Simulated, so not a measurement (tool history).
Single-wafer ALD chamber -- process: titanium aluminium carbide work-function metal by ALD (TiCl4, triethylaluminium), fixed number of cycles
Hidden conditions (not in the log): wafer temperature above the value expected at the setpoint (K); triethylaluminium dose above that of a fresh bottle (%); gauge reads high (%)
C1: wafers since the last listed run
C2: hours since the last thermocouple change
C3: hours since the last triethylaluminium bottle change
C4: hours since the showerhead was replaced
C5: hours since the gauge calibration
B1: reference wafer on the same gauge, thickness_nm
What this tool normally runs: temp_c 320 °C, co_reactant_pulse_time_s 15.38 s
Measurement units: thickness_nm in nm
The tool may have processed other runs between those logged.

run 1 hour=0 | temp_c=320 co_reactant_pulse_time_s=13.56 | C1=0 C2=1515.9 C3=1684.1 C4=7207.8 C5=328 | B1=2.27 | thickness_nm=1.903
run 2 hour=11.7 | temp_c=320 co_reactant_pulse_time_s=13.56 | C1=125 C2=1527.6 C3=1695.8 C4=7219.5 C5=339.7 | B1=2.27 | thickness_nm=1.897
run 3 hour=24 | temp_c=320 co_reactant_pulse_time_s=15.38 | C1=131 C2=1539.9 C3=1708.1 C4=7231.8 C5=352 | B1=2.269 | thickness_nm=1.921
run 4 hour=37.5 | temp_c=320 co_reactant_pulse_time_s=15.38 | C1=144 C2=1553.4 C3=1721.6 C4=7245.3 C5=365.5 | B1=2.271 | thickness_nm=1.907
run 5 hour=50.7 | temp_c=320 co_reactant_pulse_time_s=15.38 | C1=141 C2=1566.6 C3=1734.8 C4=7258.5 C5=378.7 | B1=2.268 | thickness_nm=1.907
run 6 hour=66.1 | temp_c=320 co_reactant_pulse_time_s=15.38 | C1=165 C2=1582 C3=1750.2 C4=7273.9 C5=394.1 | B1=2.271 | thickness_nm=1.907
run 7 hour=77.7 | temp_c=309 co_reactant_pulse_time_s=18.73 | C1=124 C2=1593.6 C3=1761.8 C4=7285.5 C5=405.7 | B1=2.27 | thickness_nm=1.833
run 8 hour=94.4 | temp_c=316 co_reactant_pulse_time_s=15.38 | C1=178 C2=1610.3 C3=1778.5 C4=7302.2 C5=422.4 | B1=2.271 | thickness_nm=1.881
-- hour=111.5 showerhead replaced
run 9 hour=112 | temp_c=320 co_reactant_pulse_time_s=17.4 | C1=102 C2=1627.9 C3=1796.1 C4=0.5 C5=440 | B1=2.268 | thickness_nm=1.909
run 10 hour=118.9 | temp_c=320 co_reactant_pulse_time_s=15.38 | C1=73 C2=1634.8 C3=1803 C4=7.4 C5=446.9 | B1=2.273 | thickness_nm=1.906
run 11 hour=134.7 | temp_c=316 co_reactant_pulse_time_s=18.07 | C1=169 C2=1650.6 C3=1818.8 C4=23.2 C5=462.7 | B1=2.269 | thickness_nm=1.887
run 12 hour=150 | temp_c=334 co_reactant_pulse_time_s=10 | C1=163 C2=1665.9 C3=1834.1 C4=38.5 C5=478 | B1=2.271 | thickness_nm=1.98
-- hour=166.4 gauge calibrated
run 13 hour=168 | temp_c=320 co_reactant_pulse_time_s=15.38 | C1=192 C2=1683.9 C3=1852.1 C4=56.5 C5=1.6 | B1=2.269 | thickness_nm=1.907
run 14 hour=176.6 | temp_c=309 co_reactant_pulse_time_s=18.03 | C1=92 C2=1692.5 C3=1860.7 C4=65.1 C5=10.2 | B1=2.27 | thickness_nm=1.826
run 15 hour=193.8 | temp_c=320 co_reactant_pulse_time_s=15.38 | C1=184 C2=1709.7 C3=1877.9 C4=82.3 C5=27.4 | B1=2.267 | thickness_nm=1.91
run 16 hour=215.1 | temp_c=320 co_reactant_pulse_time_s=12.48 | C1=228 C2=1731 C3=1899.2 C4=103.6 C5=48.7 | B1=2.271 | thickness_nm=1.894
run 17 hour=228.9 | temp_c=320 co_reactant_pulse_time_s=15.38 | C1=147 C2=1744.8 C3=1913 C4=117.4 C5=62.5 | B1=2.268 | thickness_nm=1.913
-- hour=246.9 thermocouple changed; heater temperature recalibrated
run 18 hour=247.4 | temp_c=320 co_reactant_pulse_time_s=15.38 | C1=112 C2=0.5 C3=1931.5 C4=135.9 C5=81 | B1=2.268 | thickness_nm=1.95
run 19 hour=250.7 | temp_c=320 co_reactant_pulse_time_s=17.66 | C1=35 C2=3.8 C3=1934.8 C4=139.2 C5=84.3 | B1=2.273 | thickness_nm=1.958
run 20 hour=260.6 | temp_c=311 co_reactant_pulse_time_s=12.36 | C1=106 C2=13.7 C3=1944.7 C4=149.1 C5=94.2 | B1=2.268 | thickness_nm=1.88
run 21 hour=267.4 | temp_c=320 co_reactant_pulse_time_s=13.56 | C1=72 C2=20.5 C3=1951.5 C4=155.9 C5=101 | B1=2.266 | thickness_nm=1.938

What will run 22 give?
run 22 hour=282.8 | temp_c=326 co_reactant_pulse_time_s=15.38 | C1=165 C2=35.9 C3=1966.9 C4=171.3 C5=116.4 | B1=? | thickness_nm=?

B1: 2.271
thickness_nm: 1.992 nm
Without the tool's hidden state the same run would have given thickness_nm 2.002 nm.
